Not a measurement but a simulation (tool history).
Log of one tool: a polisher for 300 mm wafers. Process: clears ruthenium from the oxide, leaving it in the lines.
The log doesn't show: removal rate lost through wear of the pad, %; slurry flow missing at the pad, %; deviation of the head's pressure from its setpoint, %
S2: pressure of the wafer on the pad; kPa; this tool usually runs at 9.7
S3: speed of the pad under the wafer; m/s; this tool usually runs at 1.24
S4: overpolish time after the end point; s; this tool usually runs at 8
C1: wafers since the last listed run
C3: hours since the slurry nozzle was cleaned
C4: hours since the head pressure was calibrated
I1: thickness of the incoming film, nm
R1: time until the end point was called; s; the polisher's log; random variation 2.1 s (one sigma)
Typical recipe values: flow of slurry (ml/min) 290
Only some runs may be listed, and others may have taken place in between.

Run 1, hour 0: usual settings; C1 0; wafers polished on this pad 1099; C3 635; C4 36.2; I1 135.2. Result: R1 113.8 s.
At hour 60.5: slurry nozzle cleaned.
Run 2, hour 71.2: usual settings; C1 291; wafers polished on this pad 1391; C3 10.7; C4 107.4; I1 137.9. Result: R1 106.3 s.
At hour 119.6: worn pad replaced by a new one.
Run 3, hour 124.8: usual settings; C1 206; wafers polished on this pad 21; C3 64.3; C4 161; I1 136.3. Result: R1 112 s.
Run 4, hour 192.3: usual settings; C1 280; wafers polished on this pad 302; C3 131.8; C4 228.5; I1 133.4. Result: R1 107 s.
Run 5, hour 251.1: usual settings; C1 244; wafers polished on this pad 546; C3 190.6; C4 287.3; I1 134.9. Result: R1 106.7 s.
At hour 285.2: head pressure recalibrated.
Run 6, hour 288.7: usual settings; C1 148; wafers polished on this pad 694; C3 228.2; C4 3.5; I1 135.2. Result: R1 110.7 s.
Run 7, hour 323.7: usual settings but S3 1 m/s; C1 145; wafers polished on this pad 840; C3 263.2; C4 38.5; I1 133.5. Result: R1 130.1 s.
Run 8, hour 360.1: usual settings but S3 1 m/s; C1 151; wafers polished on this pad 991; C3 299.6; C4 74.9; I1 135.5. Result: R1 133 s.
Run 9, hour 384.2: usual settings; C1 100; wafers polished on this pad 1091; C3 323.7; C4 99; I1 135.1. Result: R1 107.1 s.
At hour 425.2: worn pad replaced by a new one.
Run 10, hour 431.7: usual settings; C1 180; wafers polished on this pad 27; C3 371.2; C4 146.5; I1 133.6. Result: R1 107.8 s.
Run 11, hour 480: usual settings; C1 200; wafers polished on this pad 228; C3 419.5; C4 194.8; I1 135.6. Result: R1 111.4 s.
Run 12, hour 514.3: usual settings; C1 142; wafers polished on this pad 370; C3 453.8; C4 229.1; I1 135.9. Result: R1 110.2 s.
Run 13, hour 570.7: usual settings; C1 234; wafers polished on this pad 605; C3 510.2; C4 285.5; I1 136.3. Result: R1 111.2 s.
At hour 588.1: head pressure recalibrated.
Run 14, hour 632: usual settings; C1 246; wafers polished on this pad 851; C3 571.5; C4 43.9; I1 133. Result: R1 109.9 s.
Run 15, hour 696.3: usual settings; C1 267; wafers polished on this pad 1119; C3 635.8; C4 108.2; I1 136.1. Result: R1 107.3 s.
Run 16, hour 725.1: usual settings; C1 119; wafers polished on this pad 1238; C3 664.6; C4 137; I1 134.1. Result: R1 113.3 s.
Run 17, hour 782: usual settings; C1 236; wafers polished on this pad 1475; C3 721.5; C4 193.9; I1 133.3. Result: R1 108.3 s.
At hour 793.5: worn pad replaced by a new one.
Run 18, hour 806.1: usual settings but S2 6.9 kPa, S3 1.1 m/s, S4 11 s; C1 83; wafers polished on this pad 52; C3 745.6; C4 218; I1 133.1. Result: R1 180.3 s.
At hour 904.6: head pressure recalibrated.
Run 19, hour 937.6: usual settings but S3 0.94 m/s; C1 538; wafers polished on this pad 591; C3 877.1; C4 33; I1 134.4. Result: R1 147.9 s.
At hour 944.9: slurry nozzle cleaned.
Run 20, hour 991.7: usual settings; C1 220; wafers polished on this pad 811; C3 46.8; C4 87.1; I1 136.4. Result: R1 126.9 s.
At hour 1088.5: worn pad replaced by a new one.
Run 21, hour 1159.5: usual settings but flow of slurry (ml/min) 195, S3 1.66 m/s, S4 13 s; C1 681; wafers polished on this pad 295; C3 214.6; C4 254.9; I1 135.3. Result: R1 106 s.
Run 22, hour 1206: usual settings; C1 193; wafers polished on this pad 488; C3 261.1; C4 301.4; I1 136.7. Result: R1 126.2 s.
Run 23, hour 1239.1: usual settings but S4 12 s; C1 137; wafers polished on this pad 626; C3 294.2; C4 334.5; I1 133.2. Result: R1 123.7 s.
Run 24, hour 1271: usual settings but S2 9 kPa, S4 6 s; C1 132; wafers polished on this pad 758; C3 326.1; C4 366.4; I1 133.4. Result: R1 136.9 s.
At hour 1278.3: head pressure recalibrated.
At hour 1281.9: slurry nozzle cleaned, repeated, since the last time left the tool worse.
Run 25, hour 1330.3: usual settings; C1 234; wafers polished on this pad 993; C3 48.4; C4 52; I1 137.3. Result: R1 111.1 s.
Run 26, hour 1374.7: usual settings but S4 5 s; C1 184; wafers polished on this pad 1177; C3 92.8; C4 96.4; I1 134.9. Result: R1 112.4 s.
Run 27, hour 1418.7: usual settings but flow of slurry (ml/min) 360; C1 182; wafers polished on this pad 1360; C3 136.8; C4 140.4; I1 134.9. Result: R1 105.3 s.
At hour 1466: worn pad replaced by a new one.
Run 28, hour 1474.6: usual settings; C1 215; wafers polished on this pad 35; C3 192.7; C4 196.3; I1 135.7. Result: R1 112.5 s.
Run 29, hour 1510.9: usual settings but S2 8.3 kPa, S4 4 s; C1 150; wafers polished on this pad 186; C3 229; C4 232.6; I1 134.2. Result: R1 124.6 s.
Run 30, hour 1541.1: usual settings but flow of slurry (ml/min) 390, S3 1.46 m/s; C1 125; wafers polished on this pad 312; C3 259.2; C4 262.8; I1 134.5. Result: R1 93.2 s.
At hour 1573.9: head pressure recalibrated.
Run 31, hour 1574.4: usual settings but S2 11 kPa, S4 13 s; C1 130; wafers polished on this pad 442; C3 292.5; C4 0.5; I1 133.2. Result: R1 96.1 s.
Run 32, hour 1633.5: usual settings but S3 1.54 m/s; C1 245; wafers polished on this pad 688; C3 351.6; C4 59.6; I1 135.5. Result: R1 88.1 s.
Run 33, hour 1660.7: usual settings but S4 6 s; C1 113; wafers polished on this pad 801; C3 378.8; C4 86.8; I1 137. Result: R1 112.4 s.
Run 34, hour 1716: usual settings; C1 229; wafers polished on this pad 1031; C3 434.1; C4 142.1; I1 134.2. Result: R1 109.2 s.

Branching from run 34: 3 alternative next runs. What would each branch give?
Run A, hour 1716.5: usual settings but S2 11.7 kPa; C1 2; wafers polished on this pad 1033; C3 434.6; C4 142.6; I1 132.8. Result: R1 ?.
Run B, hour 1716.5: usual settings but S2 7.6 kPa, S3 1.56 m/s, S4 12 s; C1 2; wafers polished on this pad 1033; C3 434.6; C4 142.6; I1 132.8. Result: R1 ?.
Run C, hour 1716.5: usual settings but flow of slurry (ml/min) 355, S3 1.52 m/s, S4 11 s; C1 2; wafers polished on this pad 1033; C3 434.6; C4 142.6; I1 132.8. Result: R1 ?.

run     R1
  A   90.3
  B  110.9
  C   87.7
Without the tool's unlogged condition, the same runs would have read:
run     R1
  A   89.4
  B  109.8
  C   86.9

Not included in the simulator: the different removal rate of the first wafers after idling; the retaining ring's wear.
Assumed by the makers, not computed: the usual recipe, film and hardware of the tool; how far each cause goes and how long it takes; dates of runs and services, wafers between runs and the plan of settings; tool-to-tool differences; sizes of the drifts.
